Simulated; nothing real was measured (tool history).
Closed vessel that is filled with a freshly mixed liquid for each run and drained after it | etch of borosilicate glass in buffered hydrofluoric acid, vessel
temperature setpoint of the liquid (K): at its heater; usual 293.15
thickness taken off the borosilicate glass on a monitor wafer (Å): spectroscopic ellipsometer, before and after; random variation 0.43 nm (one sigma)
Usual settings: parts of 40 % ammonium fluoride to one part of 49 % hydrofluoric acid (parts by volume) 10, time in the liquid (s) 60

| run | hour | temperature setpoint of the liquid (K) | parts of 40 % ammonium fluoride to one part of 49 % hydrofluoric acid (parts by volume) | time in the liquid (s) | wafers since the last listed run | hours since the thermometer was replaced | hours since the hydrofluoric acid flow meter was replaced | hours since the gauge calibration | read-back film thickness of the borosilicate glass reference wafer, read on the same gauge (nm) | thickness taken off the borosilicate glass on a monitor wafer (Å) |
|---|---|---|---|---|---|---|---|---|---|---|
| 1 | 0 | 290.65 | 10 | 60 | 0 | 22.6 | 104.2 | 68.9 | 90.36 | 491.5 |
| 2 | 66.8 | 290.65 | 10 | 60 | 4201 | 89.4 | 171 | 135.7 | 90.3 | 480.7 |
| 3 | 132.3 | 290.65 | 10 | 60 | 4119 | 154.9 | 236.5 | 201.2 | 90.2 | 486.7 |
| 4 | 201.7 | 293.15 | 12.5 | 60 | 4364 | 224.3 | 305.9 | 270.6 | 90.09 | 451.6 |
| 5 | 240 | 293.15 | 12.5 | 60 | 2408 | 262.6 | 344.2 | 308.9 | 90.01 | 441.1 |
| 6 | 293.9 | 293.15 | 10 | 80 | 3389 | 316.5 | 398.1 | 362.8 | 89.84 | 744.7 |
| 7 | 322.5 | 293.15 | 10 | 60 | 1798 | 345.1 | 426.7 | 391.4 | 89.78 | 559.6 |
| 8 | 421.8 | 293.15 | 10 | 60 | 6245 | 444.4 | 526 | 490.7 | 89.44 | 565.2 |
| 9 | 451 | 293.15 | 10 | 60 | 1836 | 473.6 | 555.2 | 519.9 | 89.29 | 551.9 |
| 10 | 490.1 | 290.15 | 10 | 35 | 2459 | 512.7 | 594.3 | 559 | 89.19 | 274.7 |
| 11 | 559.3 | 293.15 | 10 | 60 | 4352 | 581.9 | 663.5 | 628.2 | 88.88 | 552.4 |
|  | 563.2 | thermometer replaced |
| 12 | 611.4 | 291.65 | 10 | 60 | 3213 | 48.2 | 715.6 | 680.3 | 88.54 | 496 |
| 13 | 681.5 | 291.65 | 10 | 60 | 4408 | 118.3 | 785.7 | 750.4 | 88.17 | 496 |
| 14 | 721.6 | 291.65 | 10 | 60 | 2521 | 158.4 | 825.8 | 790.5 | 87.9 | 505.1 |
| 15 | 746.4 | 293.15 | 10 | 60 | 1559 | 183.2 | 850.6 | 815.3 | 87.78 | 544.8 |
| 16 | 784.7 | 293.15 | 10 | 45 | 2408 | 221.5 | 888.9 | 853.6 | 87.53 | 408.7 |
| 17 | 823.6 | 293.15 | 10 | 95 | 2446 | 260.4 | 927.8 | 892.5 | 87.28 | 854.5 |
|  | 850.3 | gauge calibrated |
| 18 | 870.6 | 290.65 | 10 | 60 | 2955 | 307.4 | 974.8 | 20.3 | 89.92 | 482.8 |

Run 19 comes next. What will it give?
| 19 | 915.1 | 294.65 | 12.5 | 40 | 2798 | 351.9 | 1019.3 | 64.8 | ? | ? |

Run 19 gave read-back film thickness of the borosilicate glass reference wafer, read on the same gauge (nm) 89.88, thickness taken off the borosilicate glass on a monitor wafer (Å) 319.5.
Without the tool's hidden state the same run would have given thickness taken off the borosilicate glass on a monitor wafer (Å) 320.

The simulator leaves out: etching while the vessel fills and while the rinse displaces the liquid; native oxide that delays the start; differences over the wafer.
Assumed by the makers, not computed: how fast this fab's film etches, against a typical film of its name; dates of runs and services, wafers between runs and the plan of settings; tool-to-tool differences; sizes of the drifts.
